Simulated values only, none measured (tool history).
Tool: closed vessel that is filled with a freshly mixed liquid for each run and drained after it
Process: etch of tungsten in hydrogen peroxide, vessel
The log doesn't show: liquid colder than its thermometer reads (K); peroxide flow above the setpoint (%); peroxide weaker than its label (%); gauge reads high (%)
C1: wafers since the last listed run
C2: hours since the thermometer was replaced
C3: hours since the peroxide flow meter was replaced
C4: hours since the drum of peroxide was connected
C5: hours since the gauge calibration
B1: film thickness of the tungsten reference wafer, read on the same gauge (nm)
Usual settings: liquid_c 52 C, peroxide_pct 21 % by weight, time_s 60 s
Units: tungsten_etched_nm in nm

Run 1, hour 0: usual settings but liquid_c 56 C, time_s 35 s; C1 0; C2 304.7; C3 943.7; C4 63.5; C5 264.6; B1 60. Result: tungsten_etched_nm 132.66 nm.
Run 2, hour 64.8: usual settings but liquid_c 56 C, time_s 35 s; C1 8372; C2 369.5; C3 1008.5; C4 128.3; C5 329.4; B1 59.98. Result: tungsten_etched_nm 133.61 nm.
Run 3, hour 134.5: usual settings but liquid_c 56 C, time_s 35 s; C1 9005; C2 439.2; C3 1078.2; C4 198; C5 399.1; B1 59.99. Result: tungsten_etched_nm 132.09 nm.
Run 4, hour 187.5: usual settings but peroxide_pct 24.5 % by weight; C1 6847; C2 492.2; C3 1131.2; C4 251; C5 452.1; B1 60.02. Result: tungsten_etched_nm 194.35 nm.
Run 5, hour 269.3: usual settings but peroxide_pct 24.5 % by weight; C1 10568; C2 574; C3 1213; C4 332.8; C5 533.9; B1 60.01. Result: tungsten_etched_nm 192.75 nm.
Run 6, hour 370: usual settings but peroxide_pct 24.5 % by weight; C1 13010; C2 674.7; C3 1313.7; C4 433.5; C5 634.6; B1 59.99. Result: tungsten_etched_nm 193.91 nm.
Run 7, hour 434.3: usual settings; C1 8307; C2 739; C3 1378; C4 497.8; C5 698.9; B1 60. Result: tungsten_etched_nm 178.35 nm.
At hour 517.2: new drum of peroxide connected.
Run 8, hour 519.9: usual settings; C1 10930; C2 824.6; C3 1463.6; C4 2.7; C5 784.5; B1 60. Result: tungsten_etched_nm 179.3 nm.
At hour 555.7: thermometer replaced.
Run 9, hour 566.3: usual settings; C1 5865; C2 10.6; C3 1510; C4 49.1; C5 830.9; B1 60.02. Result: tungsten_etched_nm 184.77 nm.
Run 10, hour 652.7: usual settings but time_s 70 s; C1 11162; C2 97; C3 1596.4; C4 135.5; C5 917.3; B1 60.01. Result: tungsten_etched_nm 215.57 nm.
Run 11, hour 719.6: usual settings but liquid_c 45.5 C; C1 8643; C2 163.9; C3 1663.3; C4 202.4; C5 984.2; B1 60. Result: tungsten_etched_nm 123.77 nm.
Run 12, hour 772.4: usual settings but time_s 85 s; C1 6821; C2 216.7; C3 1716.1; C4 255.2; C5 1037; B1 59.97. Result: tungsten_etched_nm 264.04 nm.
At hour 779.9: peroxide flow meter replaced.
Run 13, hour 868: usual settings but time_s 85 s; C1 12222; C2 312.3; C3 88.1; C4 350.8; C5 1132.6; B1 59.98. Result: tungsten_etched_nm 244.24 nm.
Run 14, hour 958.2: usual settings but time_s 85 s; C1 11653; C2 402.5; C3 178.3; C4 441; C5 1222.8; B1 59.99. Result: tungsten_etched_nm 246.69 nm.
Run 15, hour 1004.1: usual settings but liquid_c 59.5 C; C1 5930; C2 448.4; C3 224.2; C4 486.9; C5 1268.7; B1 60. Result: tungsten_etched_nm 271.31 nm.
Run 16, hour 1078.2: usual settings but liquid_c 44.5 C, peroxide_pct 18 % by weight, time_s 80 s; C1 9573; C2 522.5; C3 298.3; C4 561; C5 1342.8; B1 59.99. Result: tungsten_etched_nm 134.84 nm.
Run 17, hour 1158.6: usual settings but liquid_c 48 C, time_s 35 s; C1 10387; C2 602.9; C3 378.7; C4 641.4; C5 1423.2; B1 60.03. Result: tungsten_etched_nm 78.74 nm.
At hour 1170: new drum of peroxide connected.
Run 18, hour 1260.7: usual settings but peroxide_pct 24.5 % by weight; C1 13062; C2 705; C3 480.8; C4 90.7; C5 1525.3; B1 59.97. Result: tungsten_etched_nm 187.05 nm.
Run 19, hour 1325.1: usual settings; C1 8320; C2 769.4; C3 545.2; C4 155.1; C5 1589.7; B1 59.99. Result: tungsten_etched_nm 174.89 nm.
At hour 1336.7: thermometer replaced.
Run 20, hour 1386.6: usual settings but liquid_c 55.5 C, peroxide_pct 26.5 % by weight, time_s 85 s; C1 7816; C2 49.9; C3 606.7; C4 216.6; C5 1651.2; B1 60. Result: tungsten_etched_nm 347.88 nm.
Run 21, hour 1468.3: usual settings but peroxide_pct 16.5 % by weight; C1 10555; C2 131.6; C3 688.4; C4 298.3; C5 1732.9; B1 60.01. Result: tungsten_etched_nm 155.73 nm.
At hour 1505.2: gauge calibrated.
Run 22, hour 1513.3: usual settings; C1 5814; C2 176.6; C3 733.4; C4 343.3; C5 8.1; B1 59.99. Result: tungsten_etched_nm 178.7 nm.
Run 23, hour 1561.2: usual settings but liquid_c 42 C; C1 6188; C2 224.5; C3 781.3; C4 391.2; C5 56; B1 59.99. Result: tungsten_etched_nm 95.06 nm.
Run 24, hour 1615.6: usual settings but peroxide_pct 17 % by weight; C1 7028; C2 278.9; C3 835.7; C4 445.6; C5 110.4; B1 59.99. Result: tungsten_etched_nm 160.22 nm.
Run 25, hour 1663.3: usual settings but liquid_c 47.5 C, peroxide_pct 16 % by weight, time_s 70 s; C1 6162; C2 326.6; C3 883.4; C4 493.3; C5 158.1; B1 60. Result: tungsten_etched_nm 137 nm.
Run 26, hour 1708.1: usual settings but liquid_c 43.5 C, peroxide_pct 26 % by weight, time_s 85 s; C1 5788; C2 371.4; C3 928.2; C4 538.1; C5 202.9; B1 59.98. Result: tungsten_etched_nm 165.31 nm.
At hour 1736.9: new drum of peroxide connected.
Run 27, hour 1790.1: usual settings; C1 10465; C2 453.4; C3 1010.2; C4 53.2; C5 284.9; B1 60. Result: tungsten_etched_nm 177.31 nm.
Run 28, hour 1858.8: usual settings but liquid_c 60 C; C1 8876; C2 522.1; C3 1078.9; C4 121.9; C5 353.6; B1 59.99. Result: tungsten_etched_nm 285.12 nm.
Run 29, hour 1952.1: usual settings but peroxide_pct 16 % by weight, time_s 95 s; C1 12054; C2 615.4; C3 1172.2; C4 215.2; C5 446.9; B1 60. Result: tungsten_etched_nm 242.61 nm.

What the log doesn't show, run by run:
peroxide weaker than its label (%): 0 in every run
gauge reads high (%): 0 in every run
H1: liquid colder than its thermometer reads (K)
H2: peroxide flow above the setpoint (%)
run      H1     H2
  1   0.218   7.83
  2   0.256   8.33
  3   0.297   8.86
  4   0.329   9.27
  5   0.377   9.89
  6   0.436   10.7
  7   0.474   11.2
  8   0.525   11.8
  9  0.0215   12.2
 10  0.0725   12.8
 11   0.112   13.3
 12   0.143   13.7
 13     0.2  0.853
 14   0.253   1.54
 15    0.28    1.9
 16   0.324   2.46
 17   0.371   3.08
 18   0.431   3.86
 19   0.469   4.36
 20   0.158   4.83
 21   0.206   5.45
 22   0.233    5.8
 23   0.261   6.17
 24   0.293   6.58
 25   0.321   6.95
 26   0.348   7.29
 27   0.396   7.92
 28   0.437   8.45
 29   0.492   9.16
